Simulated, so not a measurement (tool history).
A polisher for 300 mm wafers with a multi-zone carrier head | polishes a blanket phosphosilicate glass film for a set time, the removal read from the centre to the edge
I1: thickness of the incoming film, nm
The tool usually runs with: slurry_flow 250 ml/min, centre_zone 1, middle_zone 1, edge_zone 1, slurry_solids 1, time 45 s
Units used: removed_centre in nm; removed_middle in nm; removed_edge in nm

run 1 hour=0 | slurry_flow=250 centre_zone=1 middle_zone=1 edge_zone=1 slurry_solids=1.25 time=45 | I1=2513.6 | removed_centre=360 removed_middle=343.3 removed_edge=345.6
run 2 hour=35.8 | slurry_flow=250 centre_zone=1 middle_zone=1 edge_zone=1 slurry_solids=1 time=45 | I1=2449.8 | removed_centre=326.8 removed_middle=305.1 removed_edge=316.4
run 3 hour=59.9 | slurry_flow=250 centre_zone=1 middle_zone=1 edge_zone=1.06 slurry_solids=1 time=45 | I1=2510.5 | removed_centre=320.4 removed_middle=306.6 removed_edge=320.5
run 4 hour=127.4 | slurry_flow=250 centre_zone=1 middle_zone=0.93 edge_zone=1 slurry_solids=1.2 time=45 | I1=2495.7 | removed_centre=310.4 removed_middle=294.7 removed_edge=317.5
-- hour=140.1 slurry nozzle cleaned
run 5 hour=179.1 | slurry_flow=250 centre_zone=1 middle_zone=1 edge_zone=1 slurry_solids=1.1 time=58 | I1=2499.1 | removed_centre=437.4 removed_middle=423.5 removed_edge=418.6
-- hour=193.5 edge zone pressure recalibrated
-- hour=211.1 worn pad replaced by a new one
run 6 hour=243.7 | slurry_flow=250 centre_zone=1 middle_zone=1 edge_zone=1 slurry_solids=1 time=45 | I1=2488.6 | removed_centre=348.5 removed_middle=341.2 removed_edge=343.4
run 7 hour=315.4 | slurry_flow=250 centre_zone=1 middle_zone=1 edge_zone=1 slurry_solids=1 time=45 | I1=2504.5 | removed_centre=337.1 removed_middle=329 removed_edge=328.4
run 8 hour=359.2 | slurry_flow=250 centre_zone=1 middle_zone=1.09 edge_zone=1 slurry_solids=1.15 time=45 | I1=2509.5 | removed_centre=354.4 removed_middle=355.7 removed_edge=344.2
-- hour=370.3 centre zone pressure recalibrated
run 9 hour=406.1 | slurry_flow=310 centre_zone=1.09 middle_zone=1 edge_zone=1 slurry_solids=1.2 time=51 | I1=2474.9 | removed_centre=436.3 removed_middle=392.5 removed_edge=393.1
run 10 hour=440.8 | slurry_flow=250 centre_zone=1 middle_zone=1 edge_zone=0.9 slurry_solids=1 time=45 | I1=2518.3 | removed_centre=313.7 removed_middle=304.1 removed_edge=300
run 11 hour=490.6 | slurry_flow=250 centre_zone=1 middle_zone=1 edge_zone=1 slurry_solids=1 time=45 | I1=2511.4 | removed_centre=309.1 removed_middle=291.3 removed_edge=299.8
run 12 hour=540.1 | slurry_flow=250 centre_zone=0.97 middle_zone=1.07 edge_zone=1 slurry_solids=1 time=45 | I1=2535.6 | removed_centre=281.2 removed_middle=298.6 removed_edge=291
-- hour=549 slurry nozzle cleaned
run 13 hour=572.5 | slurry_flow=250 centre_zone=0.94 middle_zone=1.07 edge_zone=1 slurry_solids=1 time=45 | I1=2440.3 | removed_centre=297 removed_middle=318.8 removed_edge=304.8
-- hour=611.9 worn pad replaced by a new one
run 14 hour=626.3 | slurry_flow=250 centre_zone=1 middle_zone=1 edge_zone=1 slurry_solids=1 time=45 | I1=2464.6 | removed_centre=354 removed_middle=351.4 removed_edge=344.5
run 15 hour=669.7 | slurry_flow=285 centre_zone=1 middle_zone=1 edge_zone=0.89 slurry_solids=1 time=54 | I1=2460.3 | removed_centre=429.5 removed_middle=416.3 removed_edge=399.3
-- hour=705.5 centre zone pressure recalibrated
run 16 hour=727.9 | slurry_flow=250 centre_zone=1 middle_zone=1 edge_zone=1 slurry_solids=1 time=45 | I1=2450.4 | removed_centre=341.9 removed_middle=329.8 removed_edge=329.4
run 17 hour=787.9 | slurry_flow=200 centre_zone=1 middle_zone=1.05 edge_zone=0.92 slurry_solids=1 time=45 | I1=2463.1 | removed_centre=320.6 removed_middle=314.6 removed_edge=305.1
run 18 hour=854.1 | slurry_flow=250 centre_zone=1 middle_zone=0.92 edge_zone=1 slurry_solids=1 time=45 | I1=2491.9 | removed_centre=313.9 removed_middle=283.3 removed_edge=313.8
run 19 hour=886.4 | slurry_flow=250 centre_zone=1 middle_zone=1 edge_zone=1 slurry_solids=0.8 time=45 | I1=2526.1 | removed_centre=279.5 removed_middle=273.6 removed_edge=283.7
run 20 hour=919.2 | slurry_flow=250 centre_zone=1 middle_zone=1 edge_zone=1 slurry_solids=1 time=45 | I1=2470 | removed_centre=294.6 removed_middle=291 removed_edge=299.4
run 21 hour=979.8 | slurry_flow=250 centre_zone=1 middle_zone=1 edge_zone=1 slurry_solids=1 time=45 | I1=2478 | removed_centre=282.6 removed_middle=280.4 removed_edge=286.7
-- hour=987 slurry nozzle cleaned
-- hour=1001.6 worn pad replaced by a new one
-- hour=1029 carrier head's membrane replaced by a new one
run 22 hour=1032.8 | slurry_flow=250 centre_zone=0.9 middle_zone=0.97 edge_zone=1.11 slurry_solids=1 time=45 | I1=2470.9 | removed_centre=317.6 removed_middle=329.8 removed_edge=353.5

3 ways to go on from here, each from the tool as it stands after run 22. What would each give?
run A hour=1033.2 | slurry_flow=250 centre_zone=1 middle_zone=1 edge_zone=1 slurry_solids=1 time=45 | I1=2442.8 | removed_centre=? removed_middle=? removed_edge=?
run B hour=1033.2 | slurry_flow=250 centre_zone=1 middle_zone=1.06 edge_zone=1 slurry_solids=1 time=45 | I1=2442.8 | removed_centre=? removed_middle=? removed_edge=?
run C hour=1033.2 | slurry_flow=250 centre_zone=1 middle_zone=1 edge_zone=1 slurry_solids=0.9 time=45 | I1=2442.8 | removed_centre=? removed_middle=? removed_edge=?

run=A removed_centre=352.7 removed_middle=338.9 removed_edge=333.8
run=B removed_centre=352.9 removed_middle=355.7 removed_edge=333.5
run=C removed_centre=338.7 removed_middle=325.3 removed_edge=320.4
The same runs, with their run-to-run variation unchanged, on a tool lacking any hidden condition would have given:
run=A removed_centre=367.8 removed_middle=353 removed_edge=347.1
run=B removed_centre=367.9 removed_middle=370.6 removed_edge=346.8
run=C removed_centre=353.1 removed_middle=338.9 removed_edge=333.3
